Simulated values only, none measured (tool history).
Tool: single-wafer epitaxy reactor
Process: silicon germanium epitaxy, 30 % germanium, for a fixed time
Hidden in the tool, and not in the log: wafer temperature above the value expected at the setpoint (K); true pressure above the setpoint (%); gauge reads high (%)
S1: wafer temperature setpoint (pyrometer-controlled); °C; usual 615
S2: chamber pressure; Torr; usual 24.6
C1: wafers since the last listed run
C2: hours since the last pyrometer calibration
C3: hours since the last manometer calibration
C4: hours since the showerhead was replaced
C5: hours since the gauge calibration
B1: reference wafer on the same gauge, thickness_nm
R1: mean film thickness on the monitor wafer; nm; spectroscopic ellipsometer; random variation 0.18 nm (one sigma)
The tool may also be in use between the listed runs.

| run | hour | S1 | S2 | C1 | C2 | C3 | C4 | C5 | B1 | R1 |
|---|---|---|---|---|---|---|---|---|---|---|
| 1 | 0 | 615 | 20.4 | 0 | 1517.5 | 389.8 | 2912.8 | 502 | 77.09 | 77.049 |
| 2 | 104.3 | 615 | 24.6 | 1331 | 1621.8 | 494.1 | 3017.1 | 606.3 | 77.071 | 86.336 |
| 3 | 306.5 | 626 | 24.6 | 2581 | 1824 | 696.3 | 3219.3 | 808.5 | 77.115 | 109.041 |
| 4 | 384.4 | 626 | 24.6 | 994 | 1901.9 | 774.2 | 3297.2 | 886.4 | 77.093 | 109.978 |
| 5 | 466.8 | 626 | 24.6 | 1052 | 1984.3 | 856.6 | 3379.6 | 968.8 | 77.13 | 110.474 |
| 6 | 516.9 | 623 | 24.6 | 639 | 2034.4 | 906.7 | 3429.7 | 1018.9 | 77.05 | 104.822 |
|  | 556.3 | pyrometer calibrated |
| 7 | 595 | 615 | 24.6 | 895 | 38.7 | 984.8 | 3507.8 | 1097 | 77.085 | 85.683 |
| 8 | 667.9 | 615 | 24.6 | 930 | 111.6 | 1057.7 | 3580.7 | 1169.9 | 77.081 | 86.158 |
|  | 677.5 | showerhead replaced |
|  | 701.9 | capacitance manometer re-zeroed and calibrated |
| 9 | 724.7 | 615 | 24.6 | 520 | 168.4 | 22.8 | 47.2 | 1226.7 | 77.086 | 83.891 |
| 10 | 768.6 | 626 | 26.8 | 560 | 212.3 | 66.7 | 91.1 | 1270.6 | 77.096 | 109.207 |
| 11 | 850 | 630 | 20 | 1039 | 293.7 | 148.1 | 172.5 | 1352 | 77.121 | 99.823 |
| 12 | 921.4 | 630 | 20 | 911 | 365.1 | 219.5 | 243.9 | 1423.4 | 77.099 | 100.073 |
|  | 941.5 | gauge calibrated |
| 13 | 967.6 | 625 | 29.3 | 589 | 411.3 | 265.7 | 290.1 | 26.1 | 77.117 | 112.7 |
| 14 | 1046.9 | 625 | 22.2 | 1012 | 490.6 | 345 | 369.4 | 105.4 | 77.077 | 96.966 |
| 15 | 1088.8 | 615 | 22.4 | 534 | 532.5 | 386.9 | 411.3 | 147.3 | 77.095 | 79.83 |
| 16 | 1130.7 | 615 | 24.6 | 534 | 574.4 | 428.8 | 453.2 | 189.2 | 77.107 | 85.173 |
| 17 | 1180.1 | 606 | 28.6 | 630 | 623.8 | 478.2 | 502.6 | 238.6 | 77.115 | 76.777 |
| 18 | 1220.8 | 602 | 19.3 | 519 | 664.5 | 518.9 | 543.3 | 279.3 | 77.101 | 56.298 |
| 19 | 1292.1 | 615 | 24.6 | 910 | 735.8 | 590.2 | 614.6 | 350.6 | 77.127 | 85.203 |

5 ways to go on from here, each from the tool as it stands after run 19. What would each give?
| A | 1292.5 | 615 | 27.2 | 5 | 736.2 | 590.6 | 615 | 351 | ? | ? |
| B | 1292.5 | 626 | 27.5 | 5 | 736.2 | 590.6 | 615 | 351 | ? | ? |
| C | 1292.5 | 607 | 22 | 5 | 736.2 | 590.6 | 615 | 351 | ? | ? |
| D | 1292.5 | 615 | 22.9 | 5 | 736.2 | 590.6 | 615 | 351 | ? | ? |
| E | 1292.5 | 608 | 22.6 | 5 | 736.2 | 590.6 | 615 | 351 | ? | ? |

| run | B1 | R1 |
|---|---|---|
| A | 77.095 | 89.947 |
| B | 77.095 | 112.524 |
| C | 77.095 | 67.827 |
| D | 77.095 | 81.687 |
| E | 77.095 | 70.334 |
Without the tool's hidden state the same runs would have given:
| run | R1 |
|---|---|
| A | 88.036 |
| B | 110.165 |
| C | 66.373 |
| D | 79.952 |
| E | 68.827 |

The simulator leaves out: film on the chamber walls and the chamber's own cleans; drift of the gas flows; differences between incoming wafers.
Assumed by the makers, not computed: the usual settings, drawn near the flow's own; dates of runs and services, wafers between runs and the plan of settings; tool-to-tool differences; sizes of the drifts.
